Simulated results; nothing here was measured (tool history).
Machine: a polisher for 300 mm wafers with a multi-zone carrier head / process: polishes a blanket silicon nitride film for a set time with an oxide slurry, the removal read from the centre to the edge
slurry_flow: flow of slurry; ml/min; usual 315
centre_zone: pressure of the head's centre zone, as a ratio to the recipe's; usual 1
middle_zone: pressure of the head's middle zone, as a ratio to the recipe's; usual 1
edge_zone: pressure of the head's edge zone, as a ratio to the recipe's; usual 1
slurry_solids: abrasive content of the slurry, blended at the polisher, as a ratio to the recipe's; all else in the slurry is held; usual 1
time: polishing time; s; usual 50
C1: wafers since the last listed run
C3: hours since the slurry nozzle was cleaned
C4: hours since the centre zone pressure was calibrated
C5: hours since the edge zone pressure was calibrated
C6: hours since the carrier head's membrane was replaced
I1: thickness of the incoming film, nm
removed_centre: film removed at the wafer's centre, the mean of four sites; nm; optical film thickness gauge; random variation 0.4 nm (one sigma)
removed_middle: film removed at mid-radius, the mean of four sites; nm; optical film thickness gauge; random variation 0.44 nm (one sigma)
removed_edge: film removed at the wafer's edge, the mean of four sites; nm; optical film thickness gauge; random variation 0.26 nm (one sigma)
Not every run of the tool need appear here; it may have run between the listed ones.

run 1 hour=0 | slurry_flow=315 centre_zone=1 middle_zone=1 edge_zone=1 slurry_solids=1 time=50 | C1=0 wafers_polished_on_this_pad=1827 C3=172.1 C4=300.4 C5=289.3 C6=1127.9 | I1=273 | removed_centre=33.8 removed_middle=36 removed_edge=35.5
-- hour=16.6 worn pad replaced by a new one
run 2 hour=40.8 | slurry_flow=315 centre_zone=1 middle_zone=1 edge_zone=1 slurry_solids=1 time=50 | C1=357 wafers_polished_on_this_pad=235 C3=212.9 C4=341.2 C5=330.1 C6=1168.7 | I1=267.5 | removed_centre=36.8 removed_middle=38 removed_edge=38.8
-- hour=60.8 edge zone pressure recalibrated
run 3 hour=108.1 | slurry_flow=315 centre_zone=1 middle_zone=1 edge_zone=1 slurry_solids=1 time=50 | C1=633 wafers_polished_on_this_pad=869 C3=280.2 C4=408.5 C5=47.3 C6=1236 | I1=274.2 | removed_centre=35.5 removed_middle=36.8 removed_edge=37.1
run 4 hour=172.2 | slurry_flow=315 centre_zone=1 middle_zone=1 edge_zone=0.95 slurry_solids=1 time=50 | C1=622 wafers_polished_on_this_pad=1491 C3=344.3 C4=472.6 C5=111.4 C6=1300.1 | I1=272.3 | removed_centre=33.2 removed_middle=35.8 removed_edge=35.4
-- hour=187.9 worn pad replaced by a new one
run 5 hour=198.3 | slurry_flow=315 centre_zone=1 middle_zone=1 edge_zone=1 slurry_solids=1 time=50 | C1=214 wafers_polished_on_this_pad=100 C3=370.4 C4=498.7 C5=137.5 C6=1326.2 | I1=269.5 | removed_centre=36 removed_middle=38.5 removed_edge=39.1
run 6 hour=265.3 | slurry_flow=315 centre_zone=1 middle_zone=1 edge_zone=1 slurry_solids=1 time=60 | C1=650 wafers_polished_on_this_pad=751 C3=437.4 C4=565.7 C5=204.5 C6=1393.2 | I1=271.1 | removed_centre=41.5 removed_middle=43.9 removed_edge=45.7
run 7 hour=302.9 | slurry_flow=315 centre_zone=1 middle_zone=1 edge_zone=1 slurry_solids=1 time=60 | C1=364 wafers_polished_on_this_pad=1116 C3=475 C4=603.3 C5=242.1 C6=1430.8 | I1=266.9 | removed_centre=40.4 removed_middle=43 removed_edge=44.4
run 8 hour=334.2 | slurry_flow=315 centre_zone=1 middle_zone=1 edge_zone=1 slurry_solids=1 time=50 | C1=303 wafers_polished_on_this_pad=1419 C3=506.3 C4=634.6 C5=273.4 C6=1462.1 | I1=273.4 | removed_centre=33.2 removed_middle=35.8 removed_edge=36.4
-- hour=346.1 carrier head's membrane replaced by a new one
-- hour=391.8 worn pad replaced by a new one
run 9 hour=396.8 | slurry_flow=315 centre_zone=1 middle_zone=1 edge_zone=1 slurry_solids=1 time=50 | C1=520 wafers_polished_on_this_pad=48 C3=568.9 C4=697.2 C5=336 C6=50.7 | I1=275.1 | removed_centre=36.4 removed_middle=39.9 removed_edge=39.2
run 10 hour=425.9 | slurry_flow=315 centre_zone=1 middle_zone=1 edge_zone=1 slurry_solids=1 time=50 | C1=282 wafers_polished_on_this_pad=331 C3=598 C4=726.3 C5=365.1 C6=79.8 | I1=270 | removed_centre=36 removed_middle=38.7 removed_edge=39.1
-- hour=479 edge zone pressure recalibrated
run 11 hour=479.5 | slurry_flow=315 centre_zone=1 middle_zone=1.09 edge_zone=1 slurry_solids=1 time=50 | C1=500 wafers_polished_on_this_pad=832 C3=651.6 C4=779.9 C5=0.5 C6=133.4 | I1=267 | removed_centre=34.7 removed_middle=40.9 removed_edge=37.8
run 12 hour=544.3 | slurry_flow=315 centre_zone=1.08 middle_zone=1 edge_zone=1.07 slurry_solids=0.85 time=59 | C1=629 wafers_polished_on_this_pad=1461 C3=716.4 C4=844.7 C5=65.3 C6=198.2 | I1=265 | removed_centre=39.3 removed_middle=39.4 removed_edge=40.9
-- hour=570.7 worn pad replaced by a new one
run 13 hour=642.8 | slurry_flow=385 centre_zone=1 middle_zone=0.97 edge_zone=1 slurry_solids=0.7 time=50 | C1=917 wafers_polished_on_this_pad=699 C3=814.9 C4=943.2 C5=163.8 C6=296.7 | I1=269.9 | removed_centre=29.3 removed_middle=30.8 removed_edge=31.6
-- hour=659.7 slurry nozzle cleaned
run 14 hour=683.5 | slurry_flow=315 centre_zone=1 middle_zone=1 edge_zone=1 slurry_solids=1 time=50 | C1=385 wafers_polished_on_this_pad=1085 C3=23.8 C4=983.9 C5=204.5 C6=337.4 | I1=267.8 | removed_centre=33.9 removed_middle=36.7 removed_edge=36.5
run 15 hour=720 | slurry_flow=345 centre_zone=1 middle_zone=1 edge_zone=1 slurry_solids=0.85 time=50 | C1=354 wafers_polished_on_this_pad=1439 C3=60.3 C4=1020.4 C5=241 C6=373.9 | I1=270.1 | removed_centre=30.8 removed_middle=32.6 removed_edge=33.4
-- hour=736.9 centre zone pressure recalibrated
-- hour=755.2 worn pad replaced by a new one
run 16 hour=785.7 | slurry_flow=315 centre_zone=0.89 middle_zone=1.03 edge_zone=1 slurry_solids=1 time=50 | C1=579 wafers_polished_on_this_pad=296 C3=126 C4=48.8 C5=306.7 C6=439.6 | I1=267.4 | removed_centre=34.8 removed_middle=39.6 removed_edge=38.5
run 17 hour=835.6 | slurry_flow=315 centre_zone=1 middle_zone=1 edge_zone=1 slurry_solids=1 time=50 | C1=484 wafers_polished_on_this_pad=780 C3=175.9 C4=98.7 C5=356.6 C6=489.5 | I1=270.3 | removed_centre=37.6 removed_middle=37.5 removed_edge=37.3
run 18 hour=873.3 | slurry_flow=315 centre_zone=1 middle_zone=1 edge_zone=1 slurry_solids=1 time=50 | C1=365 wafers_polished_on_this_pad=1146 C3=213.6 C4=136.4 C5=394.3 C6=527.2 | I1=275.1 | removed_centre=36.2 removed_middle=36.6 removed_edge=36.8
run 19 hour=919.6 | slurry_flow=315 centre_zone=1 middle_zone=1 edge_zone=0.9 slurry_solids=0.75 time=56 | C1=449 wafers_polished_on_this_pad=1596 C3=259.9 C4=182.7 C5=440.6 C6=573.5 | I1=269.3 | removed_centre=33.5 removed_middle=34.4 removed_edge=32.6
-- hour=926.5 edge zone pressure recalibrated
run 20 hour=946 | slurry_flow=315 centre_zone=0.94 middle_zone=0.95 edge_zone=1 slurry_solids=1 time=50 | C1=236 wafers_polished_on_this_pad=1832 C3=286.3 C4=209.1 C5=19.5 C6=599.9 | I1=273.1 | removed_centre=32.5 removed_middle=33.7 removed_edge=35.8

Here are 4 independent what-if runs from the current tool condition. What would each one return?
run A hour=946.4 | slurry_flow=315 centre_zone=1 middle_zone=1 edge_zone=1 slurry_solids=1 time=50 | C1=3 wafers_polished_on_this_pad=1836 C3=286.7 C4=209.5 C5=19.9 C6=600.3 | I1=273.9 | removed_centre=? removed_middle=? removed_edge=?
run B hour=946.4 | slurry_flow=270 centre_zone=1 middle_zone=1 edge_zone=1 slurry_solids=1 time=45 | C1=3 wafers_polished_on_this_pad=1836 C3=286.7 C4=209.5 C5=19.9 C6=600.3 | I1=273.9 | removed_centre=? removed_middle=? removed_edge=?
run C hour=946.4 | slurry_flow=315 centre_zone=1.09 middle_zone=1 edge_zone=1 slurry_solids=1 time=50 | C1=3 wafers_polished_on_this_pad=1836 C3=286.7 C4=209.5 C5=19.9 C6=600.3 | I1=273.9 | removed_centre=? removed_middle=? removed_edge=?
run D hour=946.4 | slurry_flow=315 centre_zone=0.95 middle_zone=0.96 edge_zone=0.9 slurry_solids=1 time=50 | C1=3 wafers_polished_on_this_pad=1836 C3=286.7 C4=209.5 C5=19.9 C6=600.3 | I1=273.9 | removed_centre=? removed_middle=? removed_edge=?

run=A removed_centre=34.1 removed_middle=34.6 removed_edge=35.2
run=B removed_centre=30.3 removed_middle=30.8 removed_edge=31.4
run=C removed_centre=37.2 removed_middle=34.6 removed_edge=35.2
run=D removed_centre=32.4 removed_middle=33.5 removed_edge=33.6
Stripped of hidden state, with their random variation kept, the same runs would have yielded:
run=A removed_centre=39.5 removed_middle=38.7 removed_edge=39.4
run=B removed_centre=35.1 removed_middle=34.4 removed_edge=35.1
run=C removed_centre=43.1 removed_middle=38.7 removed_edge=39.4
run=D removed_centre=37.5 removed_middle=37.4 removed_edge=37.5
